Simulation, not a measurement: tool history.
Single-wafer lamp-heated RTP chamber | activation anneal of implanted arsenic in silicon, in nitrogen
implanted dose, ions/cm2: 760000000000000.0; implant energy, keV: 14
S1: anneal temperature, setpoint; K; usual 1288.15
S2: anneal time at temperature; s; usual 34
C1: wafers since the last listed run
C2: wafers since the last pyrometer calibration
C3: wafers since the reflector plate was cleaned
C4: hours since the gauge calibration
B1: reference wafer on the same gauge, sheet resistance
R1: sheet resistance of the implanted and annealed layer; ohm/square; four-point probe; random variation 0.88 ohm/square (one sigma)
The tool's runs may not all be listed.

Run 1, hour 0: usual settings but S2 45 s; C1 0; C2 169; C3 2993; C4 329.7; B1 137.18. Result: R1 146.37 ohm/square.
Run 2, hour 14.7: usual settings but S2 45 s; C1 203; C2 372; C3 3196; C4 344.4; B1 137.15. Result: R1 147.98 ohm/square.
Run 3, hour 25.1: usual settings; C1 143; C2 516; C3 3340; C4 354.8; B1 136.95. Result: R1 150.4 ohm/square.
Run 4, hour 41.6: usual settings; C1 228; C2 744; C3 3568; C4 371.3; B1 137.18. Result: R1 150.23 ohm/square.
Run 5, hour 58: usual settings; C1 226; C2 971; C3 3794; C4 387.7; B1 136.78. Result: R1 152.3 ohm/square.
Run 6, hour 72.7: usual settings; C1 203; C2 1174; C3 3998; C4 402.4; B1 136.9. Result: R1 151.14 ohm/square.
Run 7, hour 82: usual settings; C1 128; C2 1303; C3 4126; C4 411.7; B1 136.83. Result: R1 151.4 ohm/square.
Run 8, hour 90.1: usual settings; C1 111; C2 1414; C3 4238; C4 419.8; B1 136.93. Result: R1 150.65 ohm/square.
Run 9, hour 124: usual settings; C1 468; C2 1883; C3 4707; C4 453.7; B1 136.8. Result: R1 151.96 ohm/square.
Run 10, hour 134.2: usual settings; C1 140; C2 2024; C3 4848; C4 463.9; B1 136.95. Result: R1 151.71 ohm/square.
Run 11, hour 146.2: usual settings; C1 165; C2 2190; C3 5014; C4 475.9; B1 136.76. Result: R1 151.14 ohm/square.
Run 12, hour 157.4: usual settings; C1 154; C2 2345; C3 5168; C4 487.1; B1 136.66. Result: R1 151.48 ohm/square.
Run 13, hour 165.1: usual settings but S2 27 s; C1 106; C2 2451; C3 5275; C4 494.8; B1 136.93. Result: R1 154.66 ohm/square.
At hour 178.1: pyrometer window cleaned and pyrometer calibrated.
Run 14, hour 195.2: usual settings but S1 1272.15 K; C1 305; C2 236; C3 5580; C4 524.9; B1 136.91. Result: R1 158.05 ohm/square.
Run 15, hour 211.3: usual settings but S1 1272.15 K; C1 222; C2 458; C3 5803; C4 541; B1 136.85. Result: R1 156.3 ohm/square.
At hour 211.6: gauge calibrated.
Run 16, hour 217.9: usual settings but S1 1272.15 K; C1 91; C2 549; C3 5894; C4 6.3; B1 136.86. Result: R1 157.14 ohm/square.
Run 17, hour 234.7: usual settings; C1 232; C2 782; C3 6126; C4 23.1; B1 137.06. Result: R1 151.26 ohm/square.
Run 18, hour 243.3: usual settings; C1 118; C2 901; C3 6245; C4 31.7; B1 136.8. Result: R1 149.69 ohm/square.
Run 19, hour 260.6: usual settings but S1 1259.15 K, S2 47 s; C1 239; C2 1140; C3 6484; C4 49; B1 136.9. Result: R1 158.78 ohm/square.
Run 20, hour 273.7: usual settings but S1 1272.15 K; C1 181; C2 1321; C3 6665; C4 62.1; B1 136.99. Result: R1 157.03 ohm/square.
Run 21, hour 283.8: usual settings but S1 1309.15 K, S2 25 s; C1 139; C2 1460; C3 6805; C4 72.2; B1 136.97. Result: R1 148.12 ohm/square.
Run 22, hour 320.1: usual settings but S1 1276.15 K, S2 18 s; C1 501; C2 1962; C3 7307; C4 108.5; B1 136.67. Result: R1 163.33 ohm/square.
Run 23, hour 334.9: usual settings but S1 1296.15 K, S2 16 s; C1 204; C2 2167; C3 7511; C4 123.3; B1 137.12. Result: R1 157.11 ohm/square.
At hour 352.1: pyrometer window cleaned and pyrometer calibrated.
At hour 356.3: reflector plate cleaned.
Run 24, hour 356.8: usual settings but S2 45 s; C1 133; C2 6; C3 6; C4 145.2; B1 136.94. Result: R1 147 ohm/square.
Run 25, hour 391.5: usual settings; C1 479; C2 486; C3 486; C4 179.9; B1 136.51. Result: R1 151.6 ohm/square.
Run 26, hour 398.8: usual settings but S1 1303.15 K, S2 17 s; C1 100; C2 587; C3 587; C4 187.2; B1 137.01. Result: R1 154.12 ohm/square.
Run 27, hour 409.5: usual settings but S2 15 s; C1 147; C2 735; C3 735; C4 197.9; B1 136.94. Result: R1 161.96 ohm/square.
Run 28, hour 416.3: usual settings but S2 52 s; C1 93; C2 829; C3 829; C4 204.7; B1 136.86. Result: R1 146.42 ohm/square.
Run 29, hour 429.5: usual settings but S1 1304.15 K, S2 40 s; C1 182; C2 1011; C3 1011; C4 217.9; B1 136.72. Result: R1 144.81 ohm/square.
Run 30, hour 441.3: usual settings but S1 1314.15 K; C1 163; C2 1174; C3 1174; C4 229.7; B1 137.17. Result: R1 144.86 ohm/square.
Run 31, hour 483: usual settings but S1 1302.15 K, S2 26 s; C1 576; C2 1751; C3 1751; C4 271.4; B1 137.26. Result: R1 151.19 ohm/square.
Run 32, hour 500.2: usual settings but S1 1310.15 K, S2 20 s; C1 237; C2 1988; C3 1988; C4 288.6; B1 136.77. Result: R1 150.91 ohm/square.
At hour 522.4: pyrometer window cleaned and pyrometer calibrated.
Run 33, hour 522.9: usual settings; C1 203; C2 6; C3 2192; C4 311.3; B1 137.2. Result: R1 152.26 ohm/square.
Run 34, hour 529.1: usual settings but S2 14 s; C1 85; C2 92; C3 2277; C4 317.5; B1 137.04. Result: R1 163.87 ohm/square.
Run 35, hour 543: usual settings; C1 192; C2 284; C3 2470; C4 331.4; B1 136.46. Result: R1 151.38 ohm/square.
Run 36, hour 553: usual settings but S1 1274.15 K, S2 53 s; C1 138; C2 422; C3 2608; C4 341.4; B1 136.63. Result: R1 149.29 ohm/square.
Run 37, hour 561.1: usual settings but S2 47 s; C1 111; C2 534; C3 2720; C4 349.5; B1 137.11. Result: R1 145.64 ohm/square.

4 ways to go on from here, each from the tool as it stands after run 37. What would each give?
Run A, hour 561.5: usual settings; C1 5; C2 539; C3 2725; C4 349.9; B1 ?. Result: R1 ?.
Run B, hour 561.5: usual settings but S1 1307.15 K, S2 25 s; C1 5; C2 539; C3 2725; C4 349.9; B1 ?. Result: R1 ?.
Run C, hour 561.5: usual settings but S1 1304.15 K, S2 27 s; C1 5; C2 539; C3 2725; C4 349.9; B1 ?. Result: R1 ?.
Run D, hour 561.5: usual settings but S1 1276.15 K, S2 46 s; C1 5; C2 539; C3 2725; C4 349.9; B1 ?. Result: R1 ?.

run      B1      R1
  A  137.16  151.88
  B  137.16  150.04
  C  137.16  149.91
  D  137.16  151.97
Without the tool's hidden state the same runs would have given:
run      R1
  A  151.88
  B  150.04
  C  149.91
  D  151.97
